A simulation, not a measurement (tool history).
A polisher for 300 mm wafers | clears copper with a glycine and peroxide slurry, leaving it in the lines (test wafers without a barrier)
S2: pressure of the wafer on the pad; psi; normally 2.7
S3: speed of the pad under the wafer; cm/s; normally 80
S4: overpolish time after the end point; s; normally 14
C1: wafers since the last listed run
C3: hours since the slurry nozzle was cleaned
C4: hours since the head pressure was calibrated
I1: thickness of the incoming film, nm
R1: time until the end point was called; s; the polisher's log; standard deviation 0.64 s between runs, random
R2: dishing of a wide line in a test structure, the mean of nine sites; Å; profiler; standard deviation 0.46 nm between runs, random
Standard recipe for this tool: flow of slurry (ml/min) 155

run 1 hour=0 | flow_of_slurry_(ml/min)=155 S2=2.7 S3=74 S4=14 | C1=0 wafers_polished_on_this_pad=632 C3=224.1 C4=591 | I1=324.7 | R1=83.4 R2=342
run 2 hour=59.1 | flow_of_slurry_(ml/min)=155 S2=2.7 S3=74 S4=14 | C1=403 wafers_polished_on_this_pad=1035 C3=283.2 C4=650.1 | I1=330.1 | R1=85.8 R2=332
-- hour=126.5 worn pad replaced by a new one
run 3 hour=127 | flow_of_slurry_(ml/min)=155 S2=2.7 S3=80 S4=14 | C1=435 wafers_polished_on_this_pad=3 C3=351.1 C4=718 | I1=330.8 | R1=85.1 R2=346
run 4 hour=231.5 | flow_of_slurry_(ml/min)=155 S2=2.7 S3=80 S4=14 | C1=712 wafers_polished_on_this_pad=716 C3=455.6 C4=822.5 | I1=333.2 | R1=87.5 R2=337
run 5 hour=278.3 | flow_of_slurry_(ml/min)=155 S2=2.7 S3=80 S4=14 | C1=319 wafers_polished_on_this_pad=1035 C3=502.4 C4=869.3 | I1=335.7 | R1=89.2 R2=326
-- hour=288.8 slurry nozzle cleaned
-- hour=317.2 worn pad replaced by a new one
run 6 hour=323.5 | flow_of_slurry_(ml/min)=155 S2=2.7 S3=80 S4=8 | C1=274 wafers_polished_on_this_pad=42 C3=34.7 C4=914.5 | I1=328.3 | R1=78.3 R2=216
run 7 hour=382.6 | flow_of_slurry_(ml/min)=155 S2=2.7 S3=80 S4=8 | C1=403 wafers_polished_on_this_pad=446 C3=93.8 C4=973.6 | I1=333.5 | R1=81 R2=222
run 8 hour=435.7 | flow_of_slurry_(ml/min)=115 S2=2.7 S3=80 S4=21 | C1=362 wafers_polished_on_this_pad=808 C3=146.9 C4=1026.7 | I1=332.2 | R1=89.6 R2=446
run 9 hour=494.1 | flow_of_slurry_(ml/min)=155 S2=2.7 S3=80 S4=14 | C1=398 wafers_polished_on_this_pad=1206 C3=205.3 C4=1085.1 | I1=333.4 | R1=82.6 R2=340
-- hour=522.2 worn pad replaced by a new one
run 10 hour=566.9 | flow_of_slurry_(ml/min)=155 S2=2.7 S3=58 S4=21 | C1=469 wafers_polished_on_this_pad=304 C3=278.1 C4=1157.9 | I1=330.8 | R1=108.6 R2=394
run 11 hour=640.3 | flow_of_slurry_(ml/min)=155 S2=2.7 S3=80 S4=8 | C1=500 wafers_polished_on_this_pad=805 C3=351.5 C4=1231.3 | I1=331.3 | R1=87.8 R2=206
-- hour=650.1 head pressure recalibrated
-- hour=729.7 worn pad replaced by a new one
run 12 hour=737.3 | flow_of_slurry_(ml/min)=210 S2=2.7 S3=80 S4=10 | C1=620 wafers_polished_on_this_pad=52 C3=448.5 C4=87.2 | I1=328.3 | R1=76.1 R2=270
-- hour=768.4 slurry nozzle cleaned
run 13 hour=823.6 | flow_of_slurry_(ml/min)=155 S2=3.1 S3=80 S4=9 | C1=581 wafers_polished_on_this_pad=634 C3=55.2 C4=173.5 | I1=331.2 | R1=69.5 R2=268
run 14 hour=883.2 | flow_of_slurry_(ml/min)=110 S2=2.7 S3=80 S4=12 | C1=406 wafers_polished_on_this_pad=1040 C3=114.8 C4=233.1 | I1=333.5 | R1=88 R2=291
-- hour=936.9 worn pad replaced by a new one
run 15 hour=960.4 | flow_of_slurry_(ml/min)=155 S2=2.7 S3=58 S4=14 | C1=499 wafers_polished_on_this_pad=160 C3=192 C4=310.3 | I1=326.4 | R1=102.1 R2=290

4 ways to go on from here, each from the tool as it stands after run 15. What would each give?
run A hour=960.9 | flow_of_slurry_(ml/min)=155 S2=2.7 S3=102 S4=14 | C1=3 wafers_polished_on_this_pad=163 C3=192.5 C4=310.8 | I1=333.6 | R1=? R2=?
run B hour=960.9 | flow_of_slurry_(ml/min)=140 S2=3.2 S3=66 S4=14 | C1=3 wafers_polished_on_this_pad=163 C3=192.5 C4=310.8 | I1=333.6 | R1=? R2=?
run C hour=960.9 | flow_of_slurry_(ml/min)=180 S2=3.2 S3=96 S4=8 | C1=3 wafers_polished_on_this_pad=163 C3=192.5 C4=310.8 | I1=333.6 | R1=? R2=?
run D hour=960.9 | flow_of_slurry_(ml/min)=155 S2=2.7 S3=106 S4=14 | C1=3 wafers_polished_on_this_pad=163 C3=192.5 C4=310.8 | I1=333.6 | R1=? R2=?

run=A R1=66.3 R2=400
run=B R1=84.2 R2=334
run=C R1=58.9 R2=279
run=D R1=64.2 R2=409
With no hidden state in the tool, these same runs would have given:
run=A R1=61 R2=427
run=B R1=77.2 R2=359
run=C R1=54.5 R2=298
run=D R1=59.1 R2=437

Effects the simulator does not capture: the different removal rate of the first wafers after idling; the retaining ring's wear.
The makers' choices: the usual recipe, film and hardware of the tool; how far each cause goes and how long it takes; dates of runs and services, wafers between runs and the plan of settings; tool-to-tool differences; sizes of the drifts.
